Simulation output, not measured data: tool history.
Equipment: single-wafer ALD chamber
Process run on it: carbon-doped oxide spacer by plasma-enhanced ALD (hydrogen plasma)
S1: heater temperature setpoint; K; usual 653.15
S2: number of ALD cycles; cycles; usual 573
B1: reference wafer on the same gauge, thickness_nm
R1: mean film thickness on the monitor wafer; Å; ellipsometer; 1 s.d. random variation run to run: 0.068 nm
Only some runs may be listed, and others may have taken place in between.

Run 1, day 0: usual settings; B1 30.753. Result: R1 276.41 Å.
Run 2, day 1.433: usual settings; B1 30.805. Result: R1 275.44 Å.
Run 3, day 4.2: usual settings; B1 30.795. Result: R1 275.69 Å.
Run 4, day 5.692: usual settings; B1 30.854. Result: R1 275.12 Å.
Run 5, day 13.371: usual settings; B1 30.863. Result: R1 277.04 Å.
Run 6, day 16.062: usual settings; B1 30.872. Result: R1 278.12 Å.
Run 7, day 18.788: usual settings; B1 30.901. Result: R1 277.82 Å.
Run 8, day 21.362: usual settings; B1 30.911. Result: R1 278.69 Å.
Run 9, day 23.196: usual settings; B1 30.92. Result: R1 276.52 Å.
Run 10, day 24.454: usual settings but S1 638.15 K; B1 30.942. Result: R1 277.45 Å.

Forecast run 11:
Run 11, day 30.808: usual settings but S1 647.15 K, S2 616 cycles; B1 ?. Result: R1 ?.

B1: 30.942
R1: 298.17 Å
With the hidden condition absent and the run-to-run variation left alone, this run would have shown R1 292.13 Å.
